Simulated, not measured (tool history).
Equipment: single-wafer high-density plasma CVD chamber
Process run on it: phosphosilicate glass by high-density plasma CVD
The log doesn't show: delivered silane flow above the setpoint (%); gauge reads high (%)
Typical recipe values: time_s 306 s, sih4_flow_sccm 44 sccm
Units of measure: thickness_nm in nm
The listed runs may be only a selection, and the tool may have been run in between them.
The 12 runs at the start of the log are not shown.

run,hour,time_s,sih4_flow_sccm,wafers since the last listed run,hours since the silane flow controller was replaced,hours since the gauge calibration,"read-back reference wafer on the same gauge, thickness_nm",thickness_nm
13,161.9,324,44,114,2663.1,193.2,1350.382,1303.962
14,171.4,306,50,70,2672.6,202.7,1349.680,1399.695
15,184.4,306,44,96,2685.6,215.7,1350.041,1230.781
# hour 184.4: gauge calibrated
16,197.4,306,44,96,2698.6,13.0,1350.361,1231.791
17,207.7,329,50,76,2708.9,23.3,1349.546,1508.112
18,220.7,306,44,96,2721.9,36.3,1350.035,1231.670
19,233.8,334,38,97,2735.0,49.4,1349.956,1162.696
20,247.6,272,42,102,2748.8,63.2,1349.870,1045.142
21,255.3,261,49,57,2756.5,70.9,1350.099,1170.383
22,262.6,262,44,54,2763.8,78.2,1350.194,1057.180
# hour 278.2: silane flow controller replaced
23,278.7,306,44,60,0.5,94.3,1350.171,1300.695
24,284.9,280,49,46,6.7,100.5,1350.316,1328.378
25,291.6,306,44,49,13.4,107.2,1350.116,1304.293
26,302.2,255,48,79,24.0,117.8,1350.153,1185.184
27,315.0,306,44,95,36.8,130.6,1349.719,1300.724
28,329.1,248,44,105,50.9,144.7,1349.801,1051.144
29,337.5,268,51,62,59.3,153.1,1349.688,1316.948
30,353.5,339,37,119,75.3,169.1,1350.192,1205.442
31,371.0,278,51,130,92.8,186.6,1350.084,1364.817

Each row is a separate what-if for the run after 31, all from the same tool condition, not one after another. Results?
A,371.5,306,44,3,93.3,187.1,?,?
B,371.5,258,44,3,93.3,187.1,?,?
C,371.5,255,47,3,93.3,187.1,?,?
D,371.5,290,44,3,93.3,187.1,?,?

run,"read-back reference wafer on the same gauge, thickness_nm",thickness_nm
A,1349.900,1295.621
B,1349.900,1092.387
C,1349.900,1153.299
D,1349.900,1227.877
Without the tool's unlogged condition, the same runs would have read:
run,thickness_nm
A,1305.407
B,1100.637
C,1162.010
D,1237.150

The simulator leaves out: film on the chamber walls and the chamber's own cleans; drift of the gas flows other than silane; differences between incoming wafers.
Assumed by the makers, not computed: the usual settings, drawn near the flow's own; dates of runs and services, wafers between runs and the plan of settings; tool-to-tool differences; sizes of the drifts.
